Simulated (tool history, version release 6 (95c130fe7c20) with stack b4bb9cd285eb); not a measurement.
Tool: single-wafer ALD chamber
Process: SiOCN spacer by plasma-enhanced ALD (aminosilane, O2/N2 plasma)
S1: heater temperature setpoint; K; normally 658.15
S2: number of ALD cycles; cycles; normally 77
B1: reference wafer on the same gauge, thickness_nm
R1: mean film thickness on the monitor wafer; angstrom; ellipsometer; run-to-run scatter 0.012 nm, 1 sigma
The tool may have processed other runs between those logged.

Run 1, hour 0.0: usual settings; B1 4.940. Result: R1 46.48 angstrom.
Run 2, hour 15.4: usual settings; B1 4.931. Result: R1 46.20 angstrom.
Run 3, hour 26.9: usual settings; B1 4.934. Result: R1 46.13 angstrom.
Run 4, hour 40.9: usual settings; B1 4.924. Result: R1 46.07 angstrom.
Run 5, hour 50.9: usual settings; B1 4.925. Result: R1 46.11 angstrom.
Run 6, hour 68.0: usual settings; B1 4.917. Result: R1 46.08 angstrom.
Run 7, hour 85.5: usual settings; B1 4.909. Result: R1 45.96 angstrom.
Run 8, hour 100.0: usual settings; B1 4.906. Result: R1 45.94 angstrom.
At hour 112.4: thermocouple changed; heater temperature recalibrated.
Run 9, hour 112.9: usual settings; B1 4.903. Result: R1 45.94 angstrom.
Run 10, hour 122.2: usual settings; B1 4.898. Result: R1 45.67 angstrom.
At hour 125.9: gauge calibrated.
Run 11, hour 135.2: usual settings but S1 665.15 K, S2 82 cycles; B1 4.963. Result: R1 49.34 angstrom.
Run 12, hour 144.6: usual settings but S1 665.15 K; B1 4.964. Result: R1 46.43 angstrom.
Run 13, hour 170.9: usual settings; B1 4.960. Result: R1 46.38 angstrom.
Run 14, hour 220.7: usual settings but S1 651.15 K, S2 91 cycles; B1 4.958. Result: R1 54.73 angstrom.
Run 15, hour 228.8: usual settings; B1 4.958. Result: R1 46.18 angstrom.
Run 16, hour 237.4: usual settings but S1 664.15 K, S2 90 cycles; B1 4.956. Result: R1 54.01 angstrom.
Run 17, hour 244.6: usual settings; B1 4.955. Result: R1 46.55 angstrom.
Run 18, hour 258.4: usual settings but S1 668.15 K, S2 73 cycles; B1 4.956. Result: R1 43.87 angstrom.
Run 19, hour 290.5: usual settings but S1 647.15 K, S2 72 cycles; B1 4.941. Result: R1 43.12 angstrom.
Run 20, hour 306.2: usual settings but S1 651.15 K, S2 67 cycles; B1 4.941. Result: R1 40.13 angstrom.
Run 21, hour 313.6: usual settings; B1 4.940. Result: R1 46.21 angstrom.

Exercise: give the hidden state of the tool at every run:
wafer temperature above the value expected at the setpoint (K): 0 in every run
H1: gauge reads high (%)
run       H1
  1   -0.429
  2   -0.513
  3    -0.58
  4   -0.666
  5   -0.731
  6   -0.849
  7   -0.978
  8    -1.09
  9     -1.2
 10    -1.28
 11   0.0625
 12   0.0588
 13   0.0355
 14  -0.0612
 15  -0.0835
 16   -0.109
 17   -0.132
 18    -0.18
 19   -0.313
 20   -0.388
 21   -0.426
